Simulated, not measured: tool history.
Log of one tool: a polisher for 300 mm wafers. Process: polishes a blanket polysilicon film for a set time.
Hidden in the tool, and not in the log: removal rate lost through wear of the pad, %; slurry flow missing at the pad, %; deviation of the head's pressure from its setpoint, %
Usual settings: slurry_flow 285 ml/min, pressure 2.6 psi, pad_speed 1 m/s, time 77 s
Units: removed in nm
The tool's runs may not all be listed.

run,hour,slurry_flow,pressure,pad_speed,time,wafers since the last listed run,wafers polished on this pad,hours since the slurry nozzle was cleaned,hours since the head pressure was calibrated,"incoming thickness of the incoming film, nm",removed
1,0,285,2.6,1,56,0,908,336.7,701.9,1681.5,507.4
2,18.7,285,2.6,1,56,279,1188,355.4,720.6,1711.1,503.2
3,44.2,285,2.6,1,77,381,1569,380.9,746.1,1690,704
4,69.4,285,2.6,1,77,377,1947,406.1,771.3,1701,709.7
5,85.7,285,2.6,1,77,244,2191,422.4,787.6,1715.5,707.2
6,100.9,285,2.6,1,77,227,2418,437.6,802.8,1679.7,704.5
7,134.9,285,2.6,0.8,77,508,2927,471.6,836.8,1652,554.8
8,158.1,365,2.6,1,77,347,3274,494.8,860,1685.9,709.9
# hour 169: worn pad replaced by a new one
# hour 186.3: slurry nozzle cleaned
9,188.9,365,2.6,1,77,386,283,2.6,890.8,1688.4,708.6
10,232,345,2.3,1,77,645,928,45.7,933.9,1706,618.5
11,248.2,345,2.3,1,77,242,1171,61.9,950.1,1708.9,629.5
12,275.2,345,2.3,1,77,404,1575,88.9,977.1,1674.4,619.6
13,308.7,285,2.6,0.82,77,501,2076,122.4,1010.6,1691,569
14,359.5,285,2.6,1,77,760,2837,173.2,1061.4,1704.6,682.4
# hour 376.5: worn pad replaced by a new one
15,393.5,285,2.6,1,77,449,254,207.2,1095.4,1696.1,669.7
16,413.7,285,2.6,1,77,302,556,227.4,1115.6,1686.6,677.2
17,438.5,285,3.3,1,77,371,927,252.2,1140.4,1687.8,851.5
18,453,285,3.3,1,77,217,1144,266.7,1154.9,1701.2,832
19,467.2,285,2.6,1,77,212,1357,280.9,1169.1,1696.9,671.5

The next listed run, before its measurement:
# hour 486.2: head pressure recalibrated
20,502,285,3.2,1.26,87,491,1848,315.7,15.8,1698.5,?

{"run 20": {"removed": 1069}}
Without the tool's hidden state the same run would have given removed 1260.9 nm.
